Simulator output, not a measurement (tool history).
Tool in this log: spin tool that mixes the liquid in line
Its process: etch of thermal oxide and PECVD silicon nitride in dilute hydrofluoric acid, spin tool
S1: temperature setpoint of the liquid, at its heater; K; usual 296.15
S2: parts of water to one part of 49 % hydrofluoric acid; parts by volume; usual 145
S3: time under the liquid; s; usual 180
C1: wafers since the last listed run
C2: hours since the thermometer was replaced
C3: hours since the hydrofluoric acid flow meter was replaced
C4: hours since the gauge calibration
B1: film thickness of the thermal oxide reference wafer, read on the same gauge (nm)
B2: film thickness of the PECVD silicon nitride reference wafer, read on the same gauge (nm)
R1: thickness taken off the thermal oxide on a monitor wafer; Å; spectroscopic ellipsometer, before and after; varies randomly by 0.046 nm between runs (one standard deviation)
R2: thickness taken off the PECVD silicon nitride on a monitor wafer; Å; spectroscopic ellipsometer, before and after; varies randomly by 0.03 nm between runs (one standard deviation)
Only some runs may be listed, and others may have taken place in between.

run	hour	S1	S2	S3	C1	C2	C3	C4	B1	B2	R1	R2
1	0.0	296.15	175	180	0	2547.3	1658.8	546.6	40.00	109.975	37.7	23.73
2	7.9	296.15	145	180	81	2555.2	1666.7	554.5	40.00	110.014	46.3	28.95
3	23.1	296.15	145	180	156	2570.4	1681.9	569.7	39.99	110.011	46.8	29.15
4	29.7	296.15	145	115	67	2577.0	1688.5	576.3	40.00	110.005	29.9	18.45
5	41.7	296.15	145	180	123	2589.0	1700.5	588.3	40.00	110.018	47.5	28.59
6	58.6	291.15	80	215	174	2605.9	1717.4	605.2	39.97	110.020	90.2	43.45
7	69.4	296.15	180	130	111	2616.7	1728.2	616.0	40.00	110.009	25.9	16.96
# hour 72.1: hydrofluoric acid flow meter replaced
8	84.6	296.15	145	180	146	2631.9	12.5	631.2	40.00	110.029	54.9	33.27
9	99.5	300.65	95	280	153	2646.8	27.4	646.1	39.99	110.004	167.4	105.19
10	107.7	296.15	145	180	84	2655.0	35.6	654.3	39.99	110.009	55.3	32.99
11	125.3	296.15	145	180	181	2672.6	53.2	671.9	40.02	110.018	55.3	32.28
12	137.3	293.15	115	80	123	2684.6	65.2	683.9	39.99	109.990	28.3	15.11
13	145.8	296.15	145	180	87	2693.1	73.7	692.4	39.99	110.009	54.2	32.49
14	153.4	296.15	145	180	78	2700.7	81.3	700.0	40.02	110.023	55.1	33.30
# hour 167.4: thermometer replaced
# hour 185.3: gauge calibrated
15	188.7	296.15	110	180	353	21.3	116.6	3.4	40.00	109.976	75.3	42.71
16	200.4	296.15	195	220	120	33.0	128.3	15.1	39.99	109.998	47.3	29.73
17	211.9	296.15	145	180	118	44.5	139.8	26.6	40.01	110.029	55.0	32.56
18	229.7	300.15	205	180	183	62.3	157.6	44.4	40.03	109.990	42.0	29.71
19	237.1	296.15	85	90	76	69.7	165.0	51.8	40.02	110.001	49.8	27.87
20	253.0	296.15	145	100	163	85.6	180.9	67.7	40.00	110.035	30.4	18.37
21	270.0	296.15	200	110	175	102.6	197.9	84.7	40.00	110.008	22.7	14.47
22	280.4	294.65	95	230	107	113.0	208.3	95.1	40.01	109.983	107.0	56.98
23	292.4	292.65	95	100	123	125.0	220.3	107.1	39.99	110.007	41.9	21.36
24	304.1	300.15	75	180	120	136.7	232.0	118.8	40.03	110.001	134.1	81.94
25	319.0	296.15	100	120	153	151.6	246.9	133.7	40.01	110.000	54.4	31.30
26	329.4	294.15	165	235	107	162.0	257.3	144.1	39.99	109.977	56.1	32.62
27	344.2	296.15	145	180	152	176.8	272.1	158.9	39.99	109.997	54.3	32.15

3 ways to go on from here, each from the tool as it stands after run 27. What would each give?
A	344.7	291.65	145	180	5	177.3	272.6	159.4	?	?	?	?
B	344.7	300.15	110	280	5	177.3	272.6	159.4	?	?	?	?
C	344.7	296.15	95	235	5	177.3	272.6	159.4	?	?	?	?

run	B1	B2	R1	R2
A	40.01	110.018	44.5	24.13
B	40.01	110.018	132.6	86.17
C	40.01	110.018	112.3	64.41
The same runs, with their run-to-run variation unchanged, on a tool lacking any hidden condition would have given:
run	R1	R2
A	45.5	24.58
B	135.5	87.82
C	114.7	65.63
